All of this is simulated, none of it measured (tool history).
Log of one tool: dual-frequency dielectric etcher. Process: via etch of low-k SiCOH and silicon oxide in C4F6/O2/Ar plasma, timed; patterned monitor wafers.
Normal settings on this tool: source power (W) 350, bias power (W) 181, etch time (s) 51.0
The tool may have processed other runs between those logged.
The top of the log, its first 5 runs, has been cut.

| run | hour | source power (W) | bias power (W) | etch time (s) | read-back reference wafer on the same gauge, depth_nm | mean etch depth across the wafer (nm) |
|---|---|---|---|---|---|---|
| 6 | 381.3 | 380 | 181 | 51.0 | 142.0 | 138.3 |
| 7 | 435.5 | 380 | 181 | 51.0 | 142.1 | 138.7 |
| 8 | 486.3 | 300 | 160 | 36.5 | 141.9 | 87.9 |
|  | 549.9 | wet clean of the chamber |
| 9 | 550.4 | 350 | 181 | 51.0 | 141.9 | 134.6 |
| 10 | 616.1 | 430 | 181 | 51.0 | 142.1 | 144.8 |
| 11 | 657.1 | 420 | 181 | 51.0 | 142.1 | 144.3 |
| 12 | 697.8 | 370 | 181 | 47.0 | 141.9 | 126.9 |
| 13 | 777.5 | 350 | 136 | 65.0 | 142.1 | 159.6 |
| 14 | 858.9 | 350 | 181 | 51.0 | 141.9 | 135.0 |
| 15 | 925.5 | 430 | 181 | 51.0 | 141.9 | 145.3 |
| 16 | 962.4 | 350 | 181 | 46.0 | 142.0 | 122.8 |
| 17 | 1031.0 | 350 | 215 | 41.5 | 141.9 | 115.9 |
| 18 | 1115.6 | 350 | 181 | 51.0 | 142.1 | 135.4 |
| 19 | 1186.4 | 380 | 181 | 44.0 | 142.0 | 120.3 |
|  | 1245.2 | gauge calibrated |
|  | 1255.3 | wet clean of the chamber |
| 20 | 1323.0 | 350 | 181 | 51.0 | 142.2 | 135.6 |
| 21 | 1388.7 | 370 | 218 | 51.0 | 142.2 | 146.6 |
|  | 1424.9 | source power generator calibrated |
| 22 | 1474.4 | 350 | 222 | 41.5 | 142.1 | 114.8 |
| 23 | 1523.5 | 320 | 225 | 51.0 | 142.0 | 137.3 |
| 24 | 1621.6 | 350 | 142 | 51.0 | 142.0 | 124.3 |
| 25 | 1702.6 | 350 | 181 | 51.0 | 142.0 | 133.8 |
| 26 | 1791.0 | 350 | 181 | 51.0 | 142.1 | 132.6 |

Expected results for the next run?
| 27 | 1827.5 | 420 | 150 | 57.0 | ? | ? |

Run 27 produced read-back reference wafer on the same gauge, depth_nm 141.9, mean etch depth across the wafer (nm) 151.2.
With no hidden state in the tool, this same run would have given mean etch depth across the wafer (nm) 151.7.
